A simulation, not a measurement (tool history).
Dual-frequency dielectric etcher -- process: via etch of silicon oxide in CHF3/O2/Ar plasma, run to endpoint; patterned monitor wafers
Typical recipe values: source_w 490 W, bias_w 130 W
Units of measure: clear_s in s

run    hour  source_w  bias_w  incoming incoming film thickness, nm  clear_s
  1       0       490     130                                 692.8    441.9
  2    67.1       490     115                                 684.3      457
  3   130.3       490     130                                 692.8      448
  4   171.6       490     130                                   686    441.7
  5   229.6       490     138                                 691.3    436.3
      279.2  -- wet clean of the chamber
  6   283.1       490     138                                 681.4    431.2
  7   350.8       400     130                                 684.8    508.8
  8   382.5       400     130                                 681.6    498.8
  9   441.7       400     130                                 680.6    496.9
 10   482.7       490     130                                 693.7    448.3
      496.5  -- source power generator calibrated
 11   533.9       590     105                                 687.7    413.5
 12   586.6       440     103                                 687.1    500.4
 13   635.6       490     130                                 682.6    435.2
      736.2  -- upper electrode replaced
      831.5  -- wet clean of the chamber
 14   835.8       490     115                                 684.6    459.6
 15   862.6       400     130                                 685.5    506.9
 16   930.7       540     113                                   688    433.8
 17   957.2       490     117                                 686.6      454
 18   996.3       490     130                                 686.2    437.6
 19  1060.4       400     130                                 695.2    516.1
 20  1190.3       580     107                                   683    420.5
 21    1252       490     130                                 690.3    440.6
 22  1307.4       440     140                                 690.4    469.4
     1316.3  -- bias power generator calibrated
     1356.3  -- wet clean of the chamber
 23  1356.8       590     119                                 687.6    402.1
 24  1368.4       420     109                                   687    508.9
 25  1434.4       490     130                                 693.3    446.3
 26    1485       400     113                                 677.4    517.8
 27  1552.2       590     142                                 686.5    388.8
 28  1622.6       550     118                                   689    419.7
 29  1694.1       450     111                                 682.3      491

What does the tool deliver on the next run?
 30  1884.5       490     155                                 693.5        ?

{"run 30": {"clear_s": 419.7}}
Had the tool carried no hidden state, the very same run would have given clear_s 419.7 s.

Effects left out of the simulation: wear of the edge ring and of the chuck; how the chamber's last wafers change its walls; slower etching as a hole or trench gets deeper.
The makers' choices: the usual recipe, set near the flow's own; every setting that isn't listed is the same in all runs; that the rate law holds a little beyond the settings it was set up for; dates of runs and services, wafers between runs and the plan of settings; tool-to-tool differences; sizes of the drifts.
